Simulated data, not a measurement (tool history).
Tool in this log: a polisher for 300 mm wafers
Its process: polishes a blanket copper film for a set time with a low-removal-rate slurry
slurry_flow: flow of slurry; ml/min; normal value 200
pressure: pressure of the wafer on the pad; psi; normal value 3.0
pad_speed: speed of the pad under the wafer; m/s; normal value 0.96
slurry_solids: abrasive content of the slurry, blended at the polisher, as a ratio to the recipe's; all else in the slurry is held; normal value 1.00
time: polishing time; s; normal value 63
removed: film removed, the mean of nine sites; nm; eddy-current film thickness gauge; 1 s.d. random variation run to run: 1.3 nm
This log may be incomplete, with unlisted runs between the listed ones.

run	day	slurry_flow	pressure	pad_speed	slurry_solids	time	wafers since the last listed run	wafers polished on this pad	hours since the slurry nozzle was cleaned	hours since the head pressure was calibrated	hours since the slurry blender was calibrated	incoming thickness of the incoming film, nm	removed
1	0.000	200	3.0	0.96	1.00	63	0	3261	397.3	62.4	223.9	1258.7	181.5
2	1.808	200	3.0	0.96	1.00	63	497	3759	440.7	105.8	267.3	1271.1	182.8
3	5.146	200	3.0	0.96	0.95	63	919	4678	520.8	185.9	347.4	1281.6	183.0
4	7.996	200	3.0	0.96	0.95	63	784	5463	589.2	254.3	415.8	1280.2	183.3
# day 8.204: slurry nozzle cleaned
5	10.700	200	3.0	0.96	1.00	63	733	6196	59.9	319.2	480.7	1292.3	185.4
# day 11.733: worn pad replaced by a new one
6	12.762	200	3.0	0.96	1.00	63	522	283	109.4	368.7	530.2	1276.1	187.3
# day 14.721: slurry blender recalibrated
7	16.854	200	3.0	0.96	1.00	63	1103	1387	207.6	466.9	51.2	1268.4	185.3
8	18.558	200	3.0	0.96	1.00	63	469	1856	248.5	507.8	92.1	1290.8	190.2
9	20.067	200	3.0	0.96	1.00	63	415	2272	284.7	544.0	128.3	1265.6	188.0
10	23.025	200	3.0	0.96	1.00	53	814	3086	355.7	615.0	199.3	1257.5	156.8
# day 26.138: head pressure recalibrated
11	26.604	200	3.0	0.96	1.00	53	962	4049	441.6	11.2	285.2	1291.7	149.9
12	30.638	235	3.0	0.96	1.00	63	1110	5160	538.4	108.0	382.0	1288.7	184.8
# day 31.521: worn pad replaced by a new one
# day 31.925: slurry nozzle cleaned
13	33.779	235	3.0	0.96	1.00	63	807	610	44.5	183.4	457.4	1266.1	186.6
14	37.683	270	3.0	0.96	0.70	63	1075	1685	138.2	277.1	551.1	1262.1	174.1
15	40.258	200	3.0	1.30	1.00	54	709	2395	200.0	338.9	612.9	1280.5	214.1
# day 40.533: slurry blender recalibrated
16	44.054	180	3.5	0.96	1.00	63	1022	3417	291.1	430.0	84.5	1279.4	199.6
17	45.650	200	3.0	0.96	1.00	63	439	3856	329.4	468.3	122.8	1267.0	183.9
18	48.417	200	3.0	0.96	1.00	76	761	4618	395.8	534.7	189.2	1262.9	225.4
19	51.558	140	3.0	0.76	0.75	63	865	5483	471.2	610.1	264.6	1257.0	128.8
# day 53.542: slurry nozzle cleaned
20	55.421	200	3.0	1.22	1.00	72	1052	6536	45.1	702.8	357.3	1258.2	267.8
# day 55.812: worn pad replaced by a new one
# day 56.650: head pressure recalibrated
21	59.825	165	3.0	0.66	1.30	46	1144	1082	150.8	76.2	463.0	1258.6	95.5
# day 63.254: slurry blender recalibrated
22	63.892	200	3.5	1.26	1.00	63	1096	2179	248.4	173.8	15.3	1267.0	266.8
23	67.583	145	3.0	0.96	0.85	63	1016	3196	337.0	262.4	103.9	1271.6	169.0
24	71.954	200	3.0	0.96	1.00	53	1203	4399	441.9	367.3	208.8	1262.8	157.8
25	75.867	200	3.0	0.96	1.00	63	1077	5477	535.8	461.2	302.7	1263.3	186.4
# day 75.979: slurry nozzle cleaned
# day 77.062: worn pad replaced by a new one
26	79.046	155	3.0	1.20	1.00	63	818	546	73.6	537.5	379.0	1290.6	223.9
27	82.758	160	3.0	1.14	1.10	84	1022	1569	162.7	626.6	468.1	1257.4	295.9
# day 84.292: slurry blender recalibrated
28	84.746	200	3.0	0.96	1.00	63	524	2093	210.4	674.3	10.9	1261.9	188.9
# day 85.933: head pressure recalibrated
29	89.142	225	3.0	0.96	0.80	76	1187	3281	315.9	77.0	116.4	1260.1	210.2
30	93.392	200	3.0	0.96	1.00	63	1170	4451	417.9	179.0	218.4	1254.6	183.2
31	97.238	200	3.0	1.30	1.00	54	1059	5510	510.2	271.3	310.7	1265.0	214.0

Describe how what the log doesn't record of the tool's condition differs between the last listed run preceding each entry between runs and the first listed run following it.
From run 4 to run 5: slurry nozzle cleaned (day 8.204)
  deviation of the head's pressure from its setpoint, %: 4.82 -> 5.32
  what was measured, less what the result would be without the hidden state, removed: +5.1 -> +5.8 nm
From run 5 to run 6: worn pad replaced by a new one (day 11.733)
  deviation of the head's pressure from its setpoint, %: 5.32 -> 5.62
  what was measured, less what the result would be without the hidden state, removed: +5.8 -> +6.1 nm
From run 6 to run 7: slurry blender recalibrated (day 14.721)
  deviation of the head's pressure from its setpoint, %: 5.62 -> 6.05
  what was measured, less what the result would be without the hidden state, removed: +6.1 -> +6.5 nm
From run 10 to run 11: head pressure recalibrated (day 26.138)
  deviation of the head's pressure from its setpoint, %: 6.43 -> -0.172
  what was measured, less what the result would be without the hidden state, removed: +5.8 -> -0.1 nm
From run 12 to run 13: worn pad replaced by a new one (day 31.521); slurry nozzle cleaned (day 31.925)
  deviation of the head's pressure from its setpoint, %: 1.89 -> 2.98
  what was measured, less what the result would be without the hidden state, removed: +2.0 -> +3.3 nm
From run 15 to run 16: slurry blender recalibrated (day 40.533)
  deviation of the head's pressure from its setpoint, %: 4.36 -> 4.82
  what was measured, less what the result would be without the hidden state, removed: +5.4 -> +5.6 nm
From run 19 to run 20: slurry nozzle cleaned (day 53.542)
  deviation of the head's pressure from its setpoint, %: 5.32 -> 5.47
  what was measured, less what the result would be without the hidden state, removed: +4.0 -> +8.5 nm
From run 20 to run 21: worn pad replaced by a new one (day 55.812); head pressure recalibrated (day 56.650)
  deviation of the head's pressure from its setpoint, %: 5.47 -> 3.15
  what was measured, less what the result would be without the hidden state, removed: +8.5 -> +1.8 nm
From run 21 to run 22: slurry blender recalibrated (day 63.254)
  deviation of the head's pressure from its setpoint, %: 3.15 -> 4.7
  what was measured, less what the result would be without the hidden state, removed: +1.8 -> +7.4 nm
From run 25 to run 26: slurry nozzle cleaned (day 75.979); worn pad replaced by a new one (day 77.062)
  deviation of the head's pressure from its setpoint, %: 6.78 -> 7.01
  what was measured, less what the result would be without the hidden state, removed: +7.3 -> +9.0 nm
From run 27 to run 28: slurry blender recalibrated (day 84.292)
  deviation of the head's pressure from its setpoint, %: 7.2 -> 7.27
  what was measured, less what the result would be without the hidden state, removed: +12.2 -> +7.9 nm
From run 28 to run 29: head pressure recalibrated (day 85.933)
  deviation of the head's pressure from its setpoint, %: 7.27 -> 2.18
  what was measured, less what the result would be without the hidden state, removed: +7.9 -> +2.7 nm

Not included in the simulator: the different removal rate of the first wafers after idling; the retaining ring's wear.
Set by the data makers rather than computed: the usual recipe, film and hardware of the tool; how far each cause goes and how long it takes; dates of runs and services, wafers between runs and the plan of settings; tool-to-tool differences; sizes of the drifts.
